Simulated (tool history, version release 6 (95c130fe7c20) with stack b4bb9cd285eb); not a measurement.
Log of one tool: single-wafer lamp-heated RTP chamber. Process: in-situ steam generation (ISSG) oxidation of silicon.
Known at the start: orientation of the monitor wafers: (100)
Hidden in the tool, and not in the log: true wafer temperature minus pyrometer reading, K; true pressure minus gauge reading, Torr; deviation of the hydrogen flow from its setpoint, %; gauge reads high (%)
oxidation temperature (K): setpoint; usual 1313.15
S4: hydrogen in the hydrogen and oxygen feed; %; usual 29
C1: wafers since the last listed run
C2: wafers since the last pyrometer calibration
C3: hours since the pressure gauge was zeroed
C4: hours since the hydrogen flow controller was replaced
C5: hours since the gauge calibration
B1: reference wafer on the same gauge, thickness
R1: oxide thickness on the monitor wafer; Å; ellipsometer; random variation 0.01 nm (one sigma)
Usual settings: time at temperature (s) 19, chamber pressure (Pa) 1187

{"run": 1, "hour": 0.0, "oxidation temperature (K)": 1313.15, "time at temperature (s)": 23, "chamber pressure (Pa)": 1187, "S4": 29, "C1": 0, "C2": 2365, "C3": 3345.1, "C4": 6949.7, "C5": 308.1, "B1": 7.28, "R1": 75.4}
{"hour": 22.9, "done": "gauge calibrated"}
{"run": 2, "hour": 23.6, "oxidation temperature (K)": 1313.15, "time at temperature (s)": 23, "chamber pressure (Pa)": 1187, "S4": 29, "C1": 150, "C2": 2515, "C3": 3368.7, "C4": 6973.3, "C5": 0.7, "B1": 7.277, "R1": 75.43}
{"run": 3, "hour": 40.3, "oxidation temperature (K)": 1313.15, "time at temperature (s)": 23, "chamber pressure (Pa)": 1187, "S4": 29, "C1": 106, "C2": 2622, "C3": 3385.4, "C4": 6990.0, "C5": 17.4, "B1": 7.28, "R1": 75.6}
{"run": 4, "hour": 74.5, "oxidation temperature (K)": 1313.15, "time at temperature (s)": 19, "chamber pressure (Pa)": 1187, "S4": 29, "C1": 218, "C2": 2840, "C3": 3419.6, "C4": 7024.2, "C5": 51.6, "B1": 7.276, "R1": 68.44}
{"run": 5, "hour": 93.6, "oxidation temperature (K)": 1313.15, "time at temperature (s)": 19, "chamber pressure (Pa)": 1187, "S4": 29, "C1": 121, "C2": 2962, "C3": 3438.7, "C4": 7043.3, "C5": 70.7, "B1": 7.281, "R1": 68.62}
{"run": 6, "hour": 129.3, "oxidation temperature (K)": 1313.15, "time at temperature (s)": 19, "chamber pressure (Pa)": 1187, "S4": 29, "C1": 227, "C2": 3190, "C3": 3474.4, "C4": 7079.0, "C5": 106.4, "B1": 7.281, "R1": 68.47}
{"run": 7, "hour": 160.6, "oxidation temperature (K)": 1313.15, "time at temperature (s)": 19, "chamber pressure (Pa)": 1080, "S4": 29, "C1": 199, "C2": 3390, "C3": 3505.7, "C4": 7110.3, "C5": 137.7, "B1": 7.283, "R1": 69.35}
{"run": 8, "hour": 184.7, "oxidation temperature (K)": 1313.15, "time at temperature (s)": 19, "chamber pressure (Pa)": 1080, "S4": 29, "C1": 153, "C2": 3544, "C3": 3529.8, "C4": 7134.4, "C5": 161.8, "B1": 7.28, "R1": 69.39}
{"hour": 214.3, "done": "pressure gauge zeroed"}
{"run": 9, "hour": 214.8, "oxidation temperature (K)": 1313.15, "time at temperature (s)": 19, "chamber pressure (Pa)": 1080, "S4": 29, "C1": 141, "C2": 3685, "C3": 0.5, "C4": 7164.5, "C5": 191.9, "B1": 7.278, "R1": 69.22}
{"hour": 229.3, "done": "pyrometer window cleaned and pyrometer calibrated"}
{"run": 10, "hour": 237.0, "oxidation temperature (K)": 1313.15, "time at temperature (s)": 22, "chamber pressure (Pa)": 1187, "S4": 29, "C1": 90, "C2": 49, "C3": 22.7, "C4": 7186.7, "C5": 214.1, "B1": 7.281, "R1": 73.23}
{"run": 11, "hour": 267.7, "oxidation temperature (K)": 1313.15, "time at temperature (s)": 19, "chamber pressure (Pa)": 1187, "S4": 29, "C1": 195, "C2": 244, "C3": 53.4, "C4": 7217.4, "C5": 244.8, "B1": 7.283, "R1": 67.9}
{"run": 12, "hour": 292.1, "oxidation temperature (K)": 1313.15, "time at temperature (s)": 15, "chamber pressure (Pa)": 1080, "S4": 24, "C1": 155, "C2": 400, "C3": 77.8, "C4": 7241.8, "C5": 269.2, "B1": 7.281, "R1": 58.14}
{"run": 13, "hour": 319.6, "oxidation temperature (K)": 1293.15, "time at temperature (s)": 19, "chamber pressure (Pa)": 1187, "S4": 29, "C1": 175, "C2": 576, "C3": 105.3, "C4": 7269.3, "C5": 296.7, "B1": 7.28, "R1": 61.81}
{"hour": 340.2, "done": "gauge calibrated"}
{"run": 14, "hour": 349.6, "oxidation temperature (K)": 1313.15, "time at temperature (s)": 19, "chamber pressure (Pa)": 1187, "S4": 29, "C1": 191, "C2": 767, "C3": 135.3, "C4": 7299.3, "C5": 9.4, "B1": 7.275, "R1": 68.01}
{"run": 15, "hour": 365.2, "oxidation temperature (K)": 1313.15, "time at temperature (s)": 12, "chamber pressure (Pa)": 1253, "S4": 21, "C1": 99, "C2": 867, "C3": 150.9, "C4": 7314.9, "C5": 25.0, "B1": 7.277, "R1": 50.11}
{"hour": 386.2, "done": "hydrogen flow controller replaced"}
{"run": 16, "hour": 386.7, "oxidation temperature (K)": 1302.15, "time at temperature (s)": 24, "chamber pressure (Pa)": 1053, "S4": 21, "C1": 86, "C2": 953, "C3": 172.4, "C4": 0.5, "C5": 46.5, "B1": 7.286, "R1": 67.83}
{"run": 17, "hour": 419.6, "oxidation temperature (K)": 1325.15, "time at temperature (s)": 19, "chamber pressure (Pa)": 1093, "S4": 29, "C1": 210, "C2": 1163, "C3": 205.3, "C4": 33.4, "C5": 79.4, "B1": 7.279, "R1": 73.56}
{"run": 18, "hour": 440.8, "oxidation temperature (K)": 1313.15, "time at temperature (s)": 26, "chamber pressure (Pa)": 1187, "S4": 32, "C1": 135, "C2": 1298, "C3": 226.5, "C4": 54.6, "C5": 100.6, "B1": 7.28, "R1": 82.18}
{"run": 19, "hour": 467.4, "oxidation temperature (K)": 1333.15, "time at temperature (s)": 19, "chamber pressure (Pa)": 1187, "S4": 22, "C1": 169, "C2": 1468, "C3": 253.1, "C4": 81.2, "C5": 127.2, "B1": 7.281, "R1": 71.29}
{"run": 20, "hour": 493.8, "oxidation temperature (K)": 1333.15, "time at temperature (s)": 19, "chamber pressure (Pa)": 1187, "S4": 20, "C1": 168, "C2": 1637, "C3": 279.5, "C4": 107.6, "C5": 153.6, "B1": 7.279, "R1": 69.83}
{"run": 21, "hour": 525.8, "oxidation temperature (K)": 1302.15, "time at temperature (s)": 24, "chamber pressure (Pa)": 1053, "S4": 21, "C1": 204, "C2": 1841, "C3": 311.5, "C4": 139.6, "C5": 185.6, "B1": 7.282, "R1": 67.66}
{"run": 22, "hour": 561.0, "oxidation temperature (K)": 1299.15, "time at temperature (s)": 19, "chamber pressure (Pa)": 1187, "S4": 29, "C1": 224, "C2": 2066, "C3": 346.7, "C4": 174.8, "C5": 220.8, "B1": 7.283, "R1": 63.77}

Some steps in R1 between neighbouring runs. How much of each would the tool show without its hidden state too (settings, what came in, random variation), and how much is left for the hidden state, with any gauge scatter that isn't in both results?
Run 9 -> 10: time at temperature (s) 19 -> 22, chamber pressure (Pa) 1080 -> 1187, pyrometer window cleaned and pyrometer calibrated. R1 +4.01 Å: hidden state -0.65, all else +4.66.
Run 14 -> 15: time at temperature (s) 19 -> 12, chamber pressure (Pa) 1187 -> 1253, S4 29 -> 21. R1 -17.90 Å: hidden state -0.10, all else -17.80.
Run 15 -> 16: oxidation temperature (K) 1313.15 -> 1302.15, time at temperature (s) 12 -> 24, chamber pressure (Pa) 1253 -> 1053, hydrogen flow controller replaced. R1 +17.72 Å: hidden state +0.15, all else +17.57.

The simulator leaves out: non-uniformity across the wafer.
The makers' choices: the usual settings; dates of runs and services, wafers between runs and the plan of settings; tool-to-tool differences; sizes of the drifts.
